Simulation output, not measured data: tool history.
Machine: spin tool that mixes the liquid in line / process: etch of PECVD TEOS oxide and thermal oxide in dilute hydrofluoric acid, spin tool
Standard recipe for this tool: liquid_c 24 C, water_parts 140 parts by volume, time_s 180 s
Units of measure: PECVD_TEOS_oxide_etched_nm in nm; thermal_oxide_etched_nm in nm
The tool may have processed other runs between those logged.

run   hour  liquid_c  water_parts  time_s  read-back film thickness of the PECVD TEOS oxide reference wafer, read on the same gauge (nm)  read-back film thickness of the thermal oxide reference wafer, read on the same gauge (nm)  PECVD_TEOS_oxide_etched_nm  thermal_oxide_etched_nm
  1      0      21.5          140     180                                                                                          79.97                                                                                      140.04                        8.58                     4.39
  2   15.7        24          140     225                                                                                          80.03                                                                                      140.02                       11.95                     5.92
  3   28.4        24          140     130                                                                                          79.96                                                                                      139.98                        6.88                     3.52
  4     42        24          140     130                                                                                             80                                                                                      140.02                        6.83                     3.45
      47.1  -- gauge calibrated
  5   54.5        24          140     130                                                                                          80.02                                                                                      139.99                         6.8                     3.45
  6   60.7        24          110     130                                                                                             80                                                                                      140.01                        8.95                     4.59
  7   74.3        24           70     180                                                                                          79.99                                                                                      139.99                       20.95                    10.67
  8   91.2        24          190      75                                                                                          79.97                                                                                         140                         2.7                     1.38
  9  102.7        24          190     150                                                                                          79.96                                                                                      140.02                        5.39                     2.76
     110.1  -- thermometer replaced
 10  112.1        24          195     270                                                                                          79.99                                                                                      140.02                        9.41                     4.77
 11  128.1        24          140     180                                                                                          79.98                                                                                      139.99                        9.54                     4.72
 12  143.6      21.5          205     245                                                                                          79.95                                                                                      139.98                        7.46                     3.73
 13  155.2        27          195     110                                                                                          79.99                                                                                      140.04                        4.36                     2.19
 14  163.4        24          165     180                                                                                             80                                                                                      139.97                        7.73                     3.95
 15  177.4        24          140     180                                                                                          80.03                                                                                      140.01                        9.28                     4.71
     202.4  -- hydrofluoric acid flow meter replaced
 16  202.9      21.5           85      85                                                                                          79.98                                                                                      140.04                        8.45                     4.24
 17  209.9        24          170     180                                                                                          80.02                                                                                      140.02                        8.87                     4.44
 18  221.6      20.5          100     120                                                                                          80.02                                                                                      139.99                        9.48                     4.79
 19  230.3      27.5          195     180                                                                                          80.04                                                                                      140.06                        8.47                     4.32
 20  245.4        24          115     180                                                                                             80                                                                                         140                       14.08                     7.05
 21  260.3        24          170     140                                                                                          79.99                                                                                         140                         6.9                     3.49
 22  270.6        24          140     180                                                                                             80                                                                                         140                       11.08                     5.61
 23  283.3        24          110     130                                                                                          80.01                                                                                      139.96                       10.56                     5.35
 24  297.8      28.5          140     180                                                                                          80.01                                                                                      139.97                       13.02                     6.77
 25  305.9        24          140     210                                                                                          80.03                                                                                      139.97                       12.93                     6.57
 26  320.7        24          140      90                                                                                          79.97                                                                                      139.97                        5.53                     2.78
 27  331.1        24          170     230                                                                                          80.01                                                                                      139.97                        11.2                     5.71

Forecast each of these 3 alternatives for the next run:
  A  331.6        24          140     150                                                                                              ?                                                                                           ?                           ?                        ?
  B  331.6      20.5          175     135                                                                                              ?                                                                                           ?                           ?                        ?
  C  331.6      19.5          195     230                                                                                              ?                                                                                           ?                           ?                        ?

run  read-back film thickness of the PECVD TEOS oxide reference wafer, read on the same gauge (nm)  read-back film thickness of the thermal oxide reference wafer, read on the same gauge (nm)  PECVD_TEOS_oxide_etched_nm  thermal_oxide_etched_nm
  A                                                                                          79.99                                                                                         140                        9.06                     4.63
  B                                                                                          79.99                                                                                         140                        5.48                      2.8
  C                                                                                          79.99                                                                                         140                         7.9                     4.03
With the hidden condition removed and each run's random variation left untouched, the same runs would have given:
run  PECVD_TEOS_oxide_etched_nm  thermal_oxide_etched_nm
  A                        9.15                     4.68
  B                        5.54                     2.83
  C                        7.98                     4.08
